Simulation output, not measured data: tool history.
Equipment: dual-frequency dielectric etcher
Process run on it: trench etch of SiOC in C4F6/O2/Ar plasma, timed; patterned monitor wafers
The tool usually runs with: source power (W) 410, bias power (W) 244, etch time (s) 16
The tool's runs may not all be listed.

run,hour,source power (W),bias power (W),etch time (s),"read-back reference wafer on the same gauge, depth_nm",mean etch depth across the wafer (Å)
1,0,340,244,14,48.17,311.3
2,50.9,340,244,14,48.21,310.1
3,118.2,430,276,16,48.2,429.8
4,185.9,430,276,16,48.2,427.2
5,228.1,410,244,16,48.22,399.6
6,291.6,410,244,16,48.22,397.2
# hour 347: wet clean of the chamber
7,347.5,410,244,16,48.2,398.7
8,385.1,410,244,16,48.22,398
# hour 437: bias power generator calibrated
9,443.3,410,244,16,48.19,390.3
10,500.8,410,244,16,48.16,390.7
# hour 540.6: gauge calibrated
11,548.6,410,244,16,48.21,389.9
12,601,410,191,14.5,48.23,325.1
13,656.7,410,191,14.5,48.2,324.5
14,682.8,410,244,11,48.2,268.4
15,710.3,320,265,20,48.19,426
# hour 715.9: source power generator calibrated
# hour 820.9: wet clean of the chamber
16,829.6,410,192,20.5,48.21,480.8
17,894.2,410,244,16,48.19,408
# hour 940.9: upper electrode replaced
18,941.4,490,186,20.5,48.21,529.3
19,959.6,410,290,19.5,48.22,527.9
20,1021,410,244,14.5,48.17,369.3
21,1076,460,244,16,48.19,438.2
22,1131.7,410,190,18,48.2,421.3
23,1185.7,370,196,16,48.21,353.9

Alternative continuations, all from the tool just after run 23; predict every row:
A,1186.1,410,244,16,?,?
B,1186.1,410,244,12,?,?
C,1186.1,410,260,16,?,?
D,1186.1,450,287,16,?,?
E,1186.1,450,244,11,?,?

run,"read-back reference wafer on the same gauge, depth_nm",mean etch depth across the wafer (Å)
A,48.21,409.3
B,48.21,307
C,48.21,418.6
D,48.21,458.1
E,48.21,297.4
What these runs would have given with no unlogged condition in the tool:
run,mean etch depth across the wafer (Å)
A,406.3
B,304.8
C,415.5
D,454.8
E,295.3

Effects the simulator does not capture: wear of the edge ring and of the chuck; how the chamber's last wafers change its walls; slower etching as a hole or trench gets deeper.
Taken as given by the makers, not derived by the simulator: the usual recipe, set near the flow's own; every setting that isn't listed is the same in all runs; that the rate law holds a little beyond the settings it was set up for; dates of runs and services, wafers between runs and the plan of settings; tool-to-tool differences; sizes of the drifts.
